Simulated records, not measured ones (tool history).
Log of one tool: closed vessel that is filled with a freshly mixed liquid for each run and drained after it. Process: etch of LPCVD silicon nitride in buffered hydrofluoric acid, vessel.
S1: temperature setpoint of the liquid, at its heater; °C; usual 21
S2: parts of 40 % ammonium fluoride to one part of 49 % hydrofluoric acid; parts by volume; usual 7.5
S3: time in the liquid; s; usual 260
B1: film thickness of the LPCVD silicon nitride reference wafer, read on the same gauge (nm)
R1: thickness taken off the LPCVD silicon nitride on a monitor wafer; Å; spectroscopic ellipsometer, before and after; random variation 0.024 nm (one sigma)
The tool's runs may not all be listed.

{"run": 1, "hour": 0.0, "S1": 21, "S2": 7.5, "S3": 260, "B1": 130.007, "R1": 45.71}
{"run": 2, "hour": 12.3, "S1": 21, "S2": 7.5, "S3": 260, "B1": 130.03, "R1": 45.63}
{"run": 3, "hour": 21.8, "S1": 21, "S2": 7.5, "S3": 260, "B1": 129.99, "R1": 45.39}
{"run": 4, "hour": 35.8, "S1": 21, "S2": 7.5, "S3": 260, "B1": 129.976, "R1": 45.96}
{"run": 5, "hour": 50.4, "S1": 21, "S2": 7.5, "S3": 135, "B1": 129.995, "R1": 23.83}
{"run": 6, "hour": 61.1, "S1": 21, "S2": 7.5, "S3": 135, "B1": 129.961, "R1": 23.97}
{"run": 7, "hour": 77.5, "S1": 21, "S2": 7.5, "S3": 135, "B1": 129.992, "R1": 23.86}
{"run": 8, "hour": 84.0, "S1": 21, "S2": 7.5, "S3": 260, "B1": 129.993, "R1": 45.38}
{"run": 9, "hour": 100.3, "S1": 21, "S2": 7.5, "S3": 260, "B1": 129.993, "R1": 45.94}
{"run": 10, "hour": 115.2, "S1": 21, "S2": 7.5, "S3": 260, "B1": 129.986, "R1": 45.81}
{"hour": 118.3, "done": "thermometer replaced"}
{"run": 11, "hour": 127.8, "S1": 19, "S2": 7.5, "S3": 260, "B1": 130.015, "R1": 41.15}
{"run": 12, "hour": 140.1, "S1": 21, "S2": 7.5, "S3": 260, "B1": 129.987, "R1": 45.93}
{"run": 13, "hour": 146.1, "S1": 21, "S2": 7.5, "S3": 260, "B1": 130.021, "R1": 46.25}
{"run": 14, "hour": 163.5, "S1": 21, "S2": 7.5, "S3": 260, "B1": 129.989, "R1": 46.4}
{"run": 15, "hour": 179.8, "S1": 21, "S2": 7.5, "S3": 260, "B1": 129.966, "R1": 46.42}
{"hour": 193.1, "done": "hydrofluoric acid flow meter replaced"}
{"run": 16, "hour": 219.2, "S1": 21, "S2": 7.5, "S3": 260, "B1": 129.985, "R1": 48.96}
{"run": 17, "hour": 236.0, "S1": 21, "S2": 7.5, "S3": 260, "B1": 130.012, "R1": 49.15}
{"run": 18, "hour": 254.0, "S1": 23.5, "S2": 9, "S3": 220, "B1": 129.988, "R1": 39.47}
{"hour": 258.4, "done": "gauge calibrated"}
{"run": 19, "hour": 264.9, "S1": 21, "S2": 7.5, "S3": 190, "B1": 130.013, "R1": 35.76}
{"run": 20, "hour": 293.1, "S1": 21, "S2": 6.5, "S3": 320, "B1": 130.021, "R1": 68.13}
{"hour": 295.4, "done": "hydrofluoric acid flow meter replaced, repeated, since the last time left the tool worse"}
{"run": 21, "hour": 303.4, "S1": 19.5, "S2": 7.5, "S3": 260, "B1": 130.009, "R1": 39.32}
{"run": 22, "hour": 315.8, "S1": 21, "S2": 7.5, "S3": 260, "B1": 130.017, "R1": 43.69}
{"run": 23, "hour": 324.4, "S1": 24.5, "S2": 8.5, "S3": 155, "B1": 130.018, "R1": 27.25}
{"run": 24, "hour": 336.8, "S1": 21, "S2": 10, "S3": 140, "B1": 130.005, "R1": 18.03}
{"run": 25, "hour": 354.1, "S1": 17, "S2": 5.5, "S3": 260, "B1": 130.008, "R1": 45.84}
{"run": 26, "hour": 362.1, "S1": 21, "S2": 5.5, "S3": 260, "B1": 129.978, "R1": 57.49}
{"run": 27, "hour": 378.4, "S1": 21, "S2": 7.5, "S3": 260, "B1": 129.967, "R1": 43.59}
{"run": 28, "hour": 388.7, "S1": 18.5, "S2": 9, "S3": 220, "B1": 129.976, "R1": 26.32}
{"run": 29, "hour": 404.7, "S1": 23, "S2": 10.5, "S3": 305, "B1": 130.04, "R1": 41.67}
{"run": 30, "hour": 414.8, "S1": 24.5, "S2": 6, "S3": 160, "B1": 129.971, "R1": 40.09}
{"run": 31, "hour": 431.4, "S1": 21, "S2": 7.5, "S3": 260, "B1": 130.022, "R1": 44.09}

The tool's hidden state at each run:
liquid colder than its thermometer reads (K): 0 in every run
gauge reads high (%): 0 in every run
H1: hydrofluoric acid flow above the setpoint (%)
run=1 H1=6.23
run=2 H1=6.33
run=3 H1=6.41
run=4 H1=6.53
run=5 H1=6.65
run=6 H1=6.74
run=7 H1=6.87
run=8 H1=6.93
run=9 H1=7.06
run=10 H1=7.19
run=11 H1=7.29
run=12 H1=7.39
run=13 H1=7.44
run=14 H1=7.59
run=15 H1=7.72
run=16 H1=15
run=17 H1=15.1
run=18 H1=15.3
run=19 H1=15.4
run=20 H1=15.6
run=21 H1=1.19
run=22 H1=1.3
run=23 H1=1.37
run=24 H1=1.47
run=25 H1=1.61
run=26 H1=1.68
run=27 H1=1.82
run=28 H1=1.9
run=29 H1=2.03
run=30 H1=2.12
run=31 H1=2.26

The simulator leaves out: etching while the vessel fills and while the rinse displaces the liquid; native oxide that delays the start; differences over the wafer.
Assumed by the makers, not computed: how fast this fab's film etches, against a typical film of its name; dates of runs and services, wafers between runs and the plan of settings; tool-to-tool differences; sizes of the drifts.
